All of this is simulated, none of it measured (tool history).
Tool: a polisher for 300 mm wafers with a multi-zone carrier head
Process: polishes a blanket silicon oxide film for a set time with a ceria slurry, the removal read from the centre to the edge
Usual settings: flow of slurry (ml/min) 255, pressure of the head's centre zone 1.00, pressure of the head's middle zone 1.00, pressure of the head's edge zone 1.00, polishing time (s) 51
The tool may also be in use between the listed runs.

run,hour,flow of slurry (ml/min),pressure of the head's centre zone,pressure of the head's middle zone,pressure of the head's edge zone,polishing time (s),wafers since the last listed run,wafers polished on this pad,hours since the slurry nozzle was cleaned,hours since the centre zone pressure was calibrated,hours since the edge zone pressure was calibrated,hours since the carrier head's membrane was replaced,"incoming thickness of the incoming film, nm",film removed at the wafer's centre (Å),film removed at mid-radius (Å),film removed at the wafer's edge (Å)
1,0.0,255,1.00,1.00,1.00,51,0,540,226.2,210.4,1078.2,427.5,1840.8,2548,2553,2737
2,12.2,255,1.00,1.00,1.00,51,116,657,238.4,222.6,1090.4,439.7,1822.2,2575,2548,2656
3,28.2,255,1.00,1.00,1.00,51,152,809,254.4,238.6,1106.4,455.7,1837.1,2506,2530,2697
4,36.0,310,0.94,1.00,1.00,51,74,883,262.2,246.4,1114.2,463.5,1819.5,2435,2588,2655
5,65.1,310,0.94,1.00,1.00,51,277,1160,291.3,275.5,1143.3,492.6,1851.4,2423,2577,2694
# hour 79.7: worn pad replaced by a new one
6,80.2,310,0.94,1.00,1.00,51,105,5,306.4,290.6,1158.4,507.7,1806.9,2520,2677,2778
7,93.2,255,1.00,1.00,1.00,51,123,128,319.4,303.6,1171.4,520.7,1821.8,2644,2615,2778
8,102.1,255,1.00,1.00,1.00,51,84,213,328.3,312.5,1180.3,529.6,1808.4,2633,2600,2727
9,115.8,255,1.00,1.00,1.00,51,130,344,342.0,326.2,1194.0,543.3,1843.1,2566,2584,2679
# hour 119.9: edge zone pressure recalibrated
10,123.4,255,1.00,1.00,1.00,51,53,397,349.6,333.8,3.5,550.9,1846.2,2609,2585,2730
11,129.8,255,1.12,1.00,1.00,59,60,458,356.0,340.2,9.9,557.3,1833.4,3385,3023,3137
12,140.1,255,1.08,1.00,1.00,51,98,556,366.3,350.5,20.2,567.6,1823.0,2783,2599,2700
# hour 146.0: centre zone pressure recalibrated
# hour 148.5: carrier head's membrane replaced by a new one
# hour 148.7: slurry nozzle cleaned
13,149.2,255,1.00,1.00,1.00,51,42,598,0.5,3.2,29.3,0.7,1794.7,2643,2609,2648
14,157.6,255,1.09,1.00,0.88,68,79,678,8.9,11.6,37.7,9.1,1835.7,3880,3413,3373
15,165.9,255,1.08,0.93,1.00,51,79,757,17.2,19.9,46.0,17.4,1828.6,2867,2449,2667
16,173.9,255,1.06,1.00,1.00,57,76,833,25.2,27.9,54.0,25.4,1795.1,3174,2844,2920
17,209.3,255,1.00,0.90,1.00,51,337,1170,60.6,63.3,89.4,60.8,1813.4,2611,2329,2667
# hour 224.6: worn pad replaced by a new one
18,225.6,255,1.00,1.00,1.00,51,117,9,76.9,79.6,105.7,77.1,1802.1,2643,2643,2740
19,241.7,200,0.91,0.97,1.00,40,153,162,93.0,95.7,121.8,93.2,1809.4,1827,1956,2149
20,250.2,255,1.06,1.00,1.00,66,80,243,101.5,104.2,130.3,101.7,1814.2,3612,3396,3506
21,257.5,255,1.00,1.00,1.00,51,69,313,108.8,111.5,137.6,109.0,1797.2,2615,2637,2712
22,270.4,340,1.10,1.00,0.97,51,122,436,121.7,124.4,150.5,121.9,1800.5,2961,2671,2743
23,287.3,255,1.00,1.00,0.94,51,160,597,138.6,141.3,167.4,138.8,1838.2,2612,2572,2633

3 ways to go on from here, each from the tool as it stands after run 23. What would each give?
A,287.7,255,1.00,0.96,1.00,51,3,600,139.0,141.7,167.8,139.2,1790.2,?,?,?
B,287.7,255,1.00,1.09,1.00,51,3,600,139.0,141.7,167.8,139.2,1790.2,?,?,?
C,287.7,255,1.06,1.00,1.00,51,3,600,139.0,141.7,167.8,139.2,1790.2,?,?,?

run,film removed at the wafer's centre (Å),film removed at mid-radius (Å),film removed at the wafer's edge (Å)
A,2566,2471,2686
B,2568,2726,2682
C,2722,2549,2685
Without the tool's hidden state the same runs would have given:
run,film removed at the wafer's centre (Å),film removed at mid-radius (Å),film removed at the wafer's edge (Å)
A,2667,2516,2734
B,2670,2775,2730
C,2829,2595,2733
